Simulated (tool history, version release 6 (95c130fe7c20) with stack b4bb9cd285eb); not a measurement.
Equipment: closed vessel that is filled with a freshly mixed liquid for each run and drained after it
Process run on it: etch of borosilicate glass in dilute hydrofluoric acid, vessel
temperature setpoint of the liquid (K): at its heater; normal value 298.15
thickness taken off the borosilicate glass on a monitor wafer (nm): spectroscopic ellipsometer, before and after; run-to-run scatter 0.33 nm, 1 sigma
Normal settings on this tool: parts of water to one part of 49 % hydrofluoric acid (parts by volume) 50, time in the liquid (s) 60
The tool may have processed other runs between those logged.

| run | day | temperature setpoint of the liquid (K) | parts of water to one part of 49 % hydrofluoric acid (parts by volume) | time in the liquid (s) | wafers since the last listed run | hours since the thermometer was replaced | hours since the hydrofluoric acid flow meter was replaced | hours since the gauge calibration | read-back film thickness of the borosilicate glass reference wafer, read on the same gauge (nm) | thickness taken off the borosilicate glass on a monitor wafer (nm) |
|---|---|---|---|---|---|---|---|---|---|---|
| 1 | 0.000 | 298.15 | 50 | 60 | 0 | 179.8 | 1546.5 | 1478.8 | 127.32 | 44.84 |
| 2 | 2.825 | 298.15 | 50 | 60 | 10200 | 247.6 | 1614.3 | 1546.6 | 127.61 | 45.41 |
| 3 | 3.958 | 298.15 | 50 | 60 | 4092 | 274.8 | 1641.5 | 1573.8 | 127.76 | 44.31 |
| 4 | 5.542 | 298.15 | 50 | 60 | 5717 | 312.8 | 1679.5 | 1611.8 | 127.91 | 44.79 |
| 5 | 9.121 | 298.15 | 50 | 60 | 12923 | 398.7 | 1765.4 | 1697.7 | 128.31 | 44.23 |
| 6 | 13.812 | 298.15 | 50 | 60 | 16940 | 511.3 | 1878.0 | 1810.3 | 128.78 | 45.20 |
| 7 | 15.596 | 298.15 | 50 | 60 | 6439 | 554.1 | 1920.8 | 1853.1 | 128.95 | 44.78 |
|  | 16.196 | hydrofluoric acid flow meter replaced |
| 8 | 17.138 | 298.15 | 50 | 60 | 5416 | 591.1 | 22.6 | 1890.1 | 129.13 | 45.46 |
|  | 18.717 | gauge calibrated |
| 9 | 25.225 | 298.15 | 50 | 60 | 29202 | 785.2 | 216.7 | 156.2 | 121.20 | 43.05 |
| 10 | 27.571 | 298.15 | 50 | 60 | 8470 | 841.5 | 273.0 | 212.5 | 121.45 | 43.33 |
| 11 | 29.038 | 298.15 | 60 | 60 | 5295 | 876.7 | 308.2 | 247.7 | 121.59 | 35.49 |
| 12 | 30.967 | 298.15 | 70 | 35 | 6965 | 923.0 | 354.5 | 294.0 | 121.82 | 17.26 |
| 13 | 32.879 | 298.15 | 65 | 60 | 6905 | 968.9 | 400.4 | 339.9 | 122.02 | 32.39 |
| 14 | 33.933 | 298.15 | 50 | 30 | 3806 | 994.2 | 425.7 | 365.2 | 122.13 | 21.56 |
|  | 34.662 | thermometer replaced |
| 15 | 36.854 | 293.65 | 50 | 60 | 10396 | 52.6 | 495.8 | 435.3 | 122.45 | 35.72 |
| 16 | 39.546 | 298.15 | 35 | 75 | 9719 | 117.2 | 560.4 | 499.9 | 122.73 | 78.69 |
| 17 | 41.379 | 298.15 | 50 | 85 | 6619 | 161.2 | 604.4 | 543.9 | 122.91 | 61.13 |
| 18 | 43.004 | 296.15 | 50 | 60 | 5867 | 200.2 | 643.4 | 582.9 | 123.08 | 39.73 |
| 19 | 45.121 | 299.65 | 60 | 60 | 7642 | 251.0 | 694.2 | 633.7 | 123.30 | 37.66 |
| 20 | 47.175 | 298.15 | 50 | 60 | 7417 | 300.3 | 743.5 | 683.0 | 123.51 | 43.48 |
| 21 | 49.112 | 298.15 | 50 | 60 | 6995 | 346.8 | 790.0 | 729.5 | 123.74 | 43.67 |
| 22 | 50.821 | 299.65 | 45 | 45 | 6168 | 387.8 | 831.0 | 770.5 | 123.93 | 39.29 |
| 23 | 52.192 | 298.15 | 30 | 60 | 4949 | 420.7 | 863.9 | 803.4 | 124.06 | 74.60 |
| 24 | 55.029 | 295.65 | 30 | 35 | 10245 | 488.8 | 932.0 | 871.5 | 124.36 | 39.57 |
| 25 | 57.046 | 298.15 | 50 | 60 | 7281 | 537.2 | 980.4 | 919.9 | 124.61 | 43.49 |
| 26 | 59.779 | 298.15 | 50 | 60 | 9869 | 602.8 | 1046.0 | 985.5 | 124.85 | 43.93 |
| 27 | 61.017 | 300.65 | 50 | 45 | 4468 | 632.5 | 1075.7 | 1015.2 | 124.98 | 36.34 |
| 28 | 63.788 | 298.15 | 70 | 60 | 10004 | 699.0 | 1142.2 | 1081.7 | 125.29 | 30.35 |
| 29 | 65.433 | 302.15 | 30 | 90 | 5942 | 738.5 | 1181.7 | 1121.2 | 125.43 | 132.37 |
| 30 | 67.104 | 296.15 | 50 | 30 | 6033 | 778.6 | 1221.8 | 1161.3 | 125.64 | 20.09 |
| 31 | 68.254 | 298.15 | 50 | 60 | 4152 | 806.2 | 1249.4 | 1188.9 | 125.76 | 43.81 |
| 32 | 70.496 | 296.65 | 25 | 70 | 8094 | 860.0 | 1303.2 | 1242.7 | 126.01 | 100.48 |
|  | 72.750 | thermometer replaced |
| 33 | 73.454 | 302.15 | 70 | 35 | 10531 | 16.9 | 1374.2 | 1313.7 | 126.34 | 21.06 |

For each run, the measured value with the value that run would have given without the tool's hidden condition subtracted. The run-to-run variation is shared by both, the gauge scatter possibly not:
Hidden conditions of the tool in this case: liquid colder than its thermometer reads (K); hydrofluoric acid flow above the setpoint (%); gauge reads high (%).
| run | thickness taken off the borosilicate glass on a monitor wafer (nm) |
|---|---|
| 1 | +2.58 |
| 2 | +2.71 |
| 3 | +2.69 |
| 4 | +2.77 |
| 5 | +2.86 |
| 6 | +3.08 |
| 7 | +3.11 |
| 8 | +3.22 |
| 9 | +0.43 |
| 10 | +0.51 |
| 11 | +0.47 |
| 12 | +0.26 |
| 13 | +0.54 |
| 14 | +0.37 |
| 15 | +0.71 |
| 16 | +1.74 |
| 17 | +1.45 |
| 18 | +1.00 |
| 19 | +1.01 |
| 20 | +1.24 |
| 21 | +1.32 |
| 22 | +1.24 |
| 23 | +2.44 |
| 24 | +1.38 |
| 25 | +1.60 |
| 26 | +1.71 |
| 27 | +1.45 |
| 28 | +1.28 |
| 29 | +5.76 |
| 30 | +0.90 |
| 31 | +2.01 |
| 32 | +4.78 |
| 33 | +1.05 |

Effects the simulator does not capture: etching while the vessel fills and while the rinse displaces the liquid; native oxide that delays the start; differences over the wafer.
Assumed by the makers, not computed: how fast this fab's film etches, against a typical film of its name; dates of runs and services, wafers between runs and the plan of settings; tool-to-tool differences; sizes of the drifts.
